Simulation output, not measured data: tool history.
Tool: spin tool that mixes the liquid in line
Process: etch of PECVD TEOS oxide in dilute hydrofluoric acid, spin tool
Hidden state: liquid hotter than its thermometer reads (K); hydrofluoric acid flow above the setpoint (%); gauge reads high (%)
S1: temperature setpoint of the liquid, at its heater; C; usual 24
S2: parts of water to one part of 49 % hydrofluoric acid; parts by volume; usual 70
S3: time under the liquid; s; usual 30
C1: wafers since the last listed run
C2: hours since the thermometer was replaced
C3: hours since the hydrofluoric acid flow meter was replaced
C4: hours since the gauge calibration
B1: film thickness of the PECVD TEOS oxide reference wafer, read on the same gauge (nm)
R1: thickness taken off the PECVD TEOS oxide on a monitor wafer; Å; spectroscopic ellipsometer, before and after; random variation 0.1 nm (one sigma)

run 1 hour=0 | S1=24 S2=70 S3=30 | C1=0 C2=1586 C3=515.6 C4=751.2 | B1=80.01 | R1=131.3
run 2 hour=36 | S1=24 S2=70 S3=30 | C1=386 C2=1622 C3=551.6 C4=787.2 | B1=80.01 | R1=132.9
run 3 hour=112.5 | S1=24 S2=90 S3=15 | C1=821 C2=1698.5 C3=628.1 C4=863.7 | B1=79.99 | R1=50.7
run 4 hour=169.5 | S1=24 S2=90 S3=15 | C1=612 C2=1755.5 C3=685.1 C4=920.7 | B1=80.01 | R1=50.4
run 5 hour=226.8 | S1=24 S2=90 S3=15 | C1=615 C2=1812.8 C3=742.4 C4=978 | B1=79.99 | R1=50.3
run 6 hour=306.6 | S1=24 S2=70 S3=30 | C1=857 C2=1892.6 C3=822.2 C4=1057.8 | B1=79.98 | R1=134.1
run 7 hour=392.5 | S1=24 S2=80 S3=30 | C1=922 C2=1978.5 C3=908.1 C4=1143.7 | B1=80.02 | R1=115
run 8 hour=457.2 | S1=24 S2=70 S3=30 | C1=694 C2=2043.2 C3=972.8 C4=1208.4 | B1=80.02 | R1=134
-- hour=485.4 gauge calibrated
run 9 hour=527.7 | S1=24 S2=70 S3=30 | C1=757 C2=2113.7 C3=1043.3 C4=42.3 | B1=80.01 | R1=135.1
run 10 hour=590.7 | S1=19.5 S2=70 S3=40 | C1=676 C2=2176.7 C3=1106.3 C4=105.3 | B1=80.01 | R1=150.7
-- hour=640.5 hydrofluoric acid flow meter replaced
-- hour=644.5 thermometer replaced
run 11 hour=675 | S1=24 S2=70 S3=35 | C1=883 C2=30.5 C3=34.5 C4=189.6 | B1=79.99 | R1=163.3
run 12 hour=781.1 | S1=20 S2=70 S3=30 | C1=1139 C2=136.6 C3=140.6 C4=295.7 | B1=80.01 | R1=121.5
-- hour=827.4 thermometer replaced, repeated, since the last time left the tool worse
run 13 hour=851.4 | S1=24 S2=70 S3=30 | C1=744 C2=24 C3=210.9 C4=366 | B1=80 | R1=127
run 14 hour=918.6 | S1=24 S2=85 S3=25 | C1=721 C2=91.2 C3=278.1 C4=433.2 | B1=79.99 | R1=83.9
run 15 hour=969.8 | S1=24 S2=70 S3=30 | C1=549 C2=142.4 C3=329.3 C4=484.4 | B1=80.04 | R1=128.6
run 16 hour=1065.7 | S1=24 S2=95 S3=30 | C1=1029 C2=238.3 C3=425.2 C4=580.3 | B1=80.01 | R1=90.1
run 17 hour=1119.1 | S1=24 S2=70 S3=30 | C1=573 C2=291.7 C3=478.6 C4=633.7 | B1=79.99 | R1=126
run 18 hour=1221.8 | S1=27.5 S2=60 S3=20 | C1=1103 C2=394.4 C3=581.3 C4=736.4 | B1=79.98 | R1=114.9
run 19 hour=1278.1 | S1=21.5 S2=70 S3=30 | C1=604 C2=450.7 C3=637.6 C4=792.7 | B1=80.02 | R1=114.8

3 ways to go on from here, each from the tool as it stands after run 19. What would each give?
run A hour=1278.5 | S1=24 S2=70 S3=30 | C1=4 C2=451.1 C3=638 C4=793.1 | B1=? | R1=?
run B hour=1278.5 | S1=24 S2=70 S3=45 | C1=4 C2=451.1 C3=638 C4=793.1 | B1=? | R1=?
run C hour=1278.5 | S1=20.5 S2=90 S3=15 | C1=4 C2=451.1 C3=638 C4=793.1 | B1=? | R1=?

run=A B1=80 R1=129.9
run=B B1=80 R1=194.9
run=C B1=80 R1=42.8
Without the tool's hidden state the same runs would have given:
run=A R1=127.5
run=B R1=191.2
run=C R1=41.9

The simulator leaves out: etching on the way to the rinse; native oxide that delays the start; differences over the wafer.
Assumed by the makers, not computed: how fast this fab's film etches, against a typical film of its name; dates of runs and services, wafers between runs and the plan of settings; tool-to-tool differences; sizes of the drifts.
